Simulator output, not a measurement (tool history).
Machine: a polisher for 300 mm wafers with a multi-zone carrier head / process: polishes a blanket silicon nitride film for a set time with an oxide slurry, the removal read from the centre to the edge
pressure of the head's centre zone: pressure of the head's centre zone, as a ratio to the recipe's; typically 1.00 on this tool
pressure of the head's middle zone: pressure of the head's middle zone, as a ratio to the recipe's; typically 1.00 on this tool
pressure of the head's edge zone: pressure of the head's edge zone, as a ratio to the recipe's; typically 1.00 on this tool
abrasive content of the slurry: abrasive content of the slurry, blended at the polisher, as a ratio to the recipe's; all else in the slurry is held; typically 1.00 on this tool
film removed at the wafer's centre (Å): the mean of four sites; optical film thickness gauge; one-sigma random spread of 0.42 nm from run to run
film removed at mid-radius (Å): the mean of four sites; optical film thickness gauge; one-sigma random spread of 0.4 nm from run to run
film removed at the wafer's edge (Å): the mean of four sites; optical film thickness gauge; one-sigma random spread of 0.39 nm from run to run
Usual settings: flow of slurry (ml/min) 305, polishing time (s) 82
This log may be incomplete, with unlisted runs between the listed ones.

run	hour	flow of slurry (ml/min)	pressure of the head's centre zone	pressure of the head's middle zone	pressure of the head's edge zone	abrasive content of the slurry	polishing time (s)	wafers since the last listed run	wafers polished on this pad	hours since the slurry nozzle was cleaned	hours since the centre zone pressure was calibrated	hours since the edge zone pressure was calibrated	hours since the carrier head's membrane was replaced	incoming thickness of the incoming film, nm	film removed at the wafer's centre (Å)	film removed at mid-radius (Å)	film removed at the wafer's edge (Å)
1	0.0	305	1.00	1.00	1.07	1.00	82	0	3195	20.7	838.2	280.8	861.4	596.9	319	314	326
# hour 53.3: centre zone pressure recalibrated
2	74.0	305	1.00	1.00	1.07	1.00	82	859	4055	94.7	20.7	354.8	935.4	595.4	314	309	329
3	134.0	305	1.00	1.00	1.07	1.00	82	716	4771	154.7	80.7	414.8	995.4	577.1	301	305	321
# hour 170.2: carrier head's membrane replaced by a new one
4	220.9	305	1.00	1.00	1.00	1.00	82	977	5749	241.6	167.6	501.7	50.7	577.2	303	312	313
5	287.2	305	1.00	1.00	1.00	1.00	57	791	6541	307.9	233.9	568.0	117.0	587.1	209	213	209
# hour 294.2: worn pad replaced by a new one
6	382.5	305	1.00	1.00	1.00	1.00	109	1090	1054	403.2	329.2	663.3	212.3	594.7	430	428	434
7	439.5	405	1.05	1.00	1.00	1.00	95	680	1734	460.2	386.2	720.3	269.3	591.9	395	384	385
# hour 482.1: edge zone pressure recalibrated
8	538.8	305	1.00	1.00	0.94	1.20	82	1161	2896	559.5	485.5	56.7	368.6	578.9	360	363	356
# hour 602.0: slurry nozzle cleaned
9	620.2	305	1.00	1.00	0.96	1.00	82	960	3856	18.2	566.9	138.1	450.0	590.8	314	314	322
10	706.2	305	1.00	1.00	1.00	1.00	82	1026	4883	104.2	652.9	224.1	536.0	591.5	310	321	318
11	792.7	305	1.07	1.00	1.00	1.00	82	1032	5916	190.7	739.4	310.6	622.5	585.6	319	307	317
12	887.0	305	0.89	0.93	1.00	1.00	82	1125	7042	285.0	833.7	404.9	716.8	584.7	277	274	306
# hour 916.7: worn pad replaced by a new one
13	929.0	305	1.00	1.00	0.95	1.00	82	453	147	327.0	875.7	446.9	758.8	594.7	319	319	322
# hour 936.5: centre zone pressure recalibrated
14	986.8	395	1.00	1.12	1.04	0.90	82	666	813	384.8	50.3	504.7	816.6	588.3	310	332	317
# hour 1061.2: edge zone pressure recalibrated
15	1070.0	305	0.95	1.00	1.00	1.20	82	969	1783	468.0	133.5	8.8	899.8	586.0	341	354	363
16	1132.8	305	1.00	1.00	1.00	1.00	82	749	2532	530.8	196.3	71.6	962.6	595.0	318	326	330
# hour 1146.8: carrier head's membrane replaced by a new one
17	1179.1	395	1.00	1.07	1.05	1.25	82	493	3026	577.1	242.6	117.9	32.3	584.4	363	397	383
18	1242.7	215	1.10	1.00	1.00	1.00	70	759	3785	640.7	306.2	181.5	95.9	586.9	281	257	273
# hour 1310.8: slurry nozzle cleaned
19	1334.2	305	1.00	1.12	1.00	0.90	61	1080	4866	23.4	397.7	273.0	187.4	586.4	214	240	218
20	1383.4	270	1.09	0.91	1.00	1.00	82	587	5453	72.6	446.9	322.2	236.6	592.1	325	276	313
21	1422.1	305	1.00	1.00	1.00	1.00	82	462	5915	111.3	485.6	360.9	275.3	588.9	312	299	310
22	1521.2	305	1.00	1.00	1.07	1.00	82	1183	7098	210.4	584.7	460.0	374.4	594.6	298	297	316

3 options for the next run, each taken on its own from the tool as it stands now. Forecast them:
A	1521.6	305	1.00	1.00	1.00	1.00	64	4	7103	210.8	585.1	460.4	374.8	591.2	?	?	?
B	1521.6	365	1.00	1.00	1.00	1.25	82	4	7103	210.8	585.1	460.4	374.8	591.2	?	?	?
C	1521.6	305	0.92	1.00	1.00	1.00	82	4	7103	210.8	585.1	460.4	374.8	591.2	?	?	?

run	film removed at the wafer's centre (Å)	film removed at mid-radius (Å)	film removed at the wafer's edge (Å)
A	237	227	239
B	348	332	348
C	283	291	306
With the hidden condition removed and each run's random variation left untouched, the same runs would have given:
run	film removed at the wafer's centre (Å)	film removed at mid-radius (Å)	film removed at the wafer's edge (Å)
A	258	246	259
B	378	360	378
C	307	316	332

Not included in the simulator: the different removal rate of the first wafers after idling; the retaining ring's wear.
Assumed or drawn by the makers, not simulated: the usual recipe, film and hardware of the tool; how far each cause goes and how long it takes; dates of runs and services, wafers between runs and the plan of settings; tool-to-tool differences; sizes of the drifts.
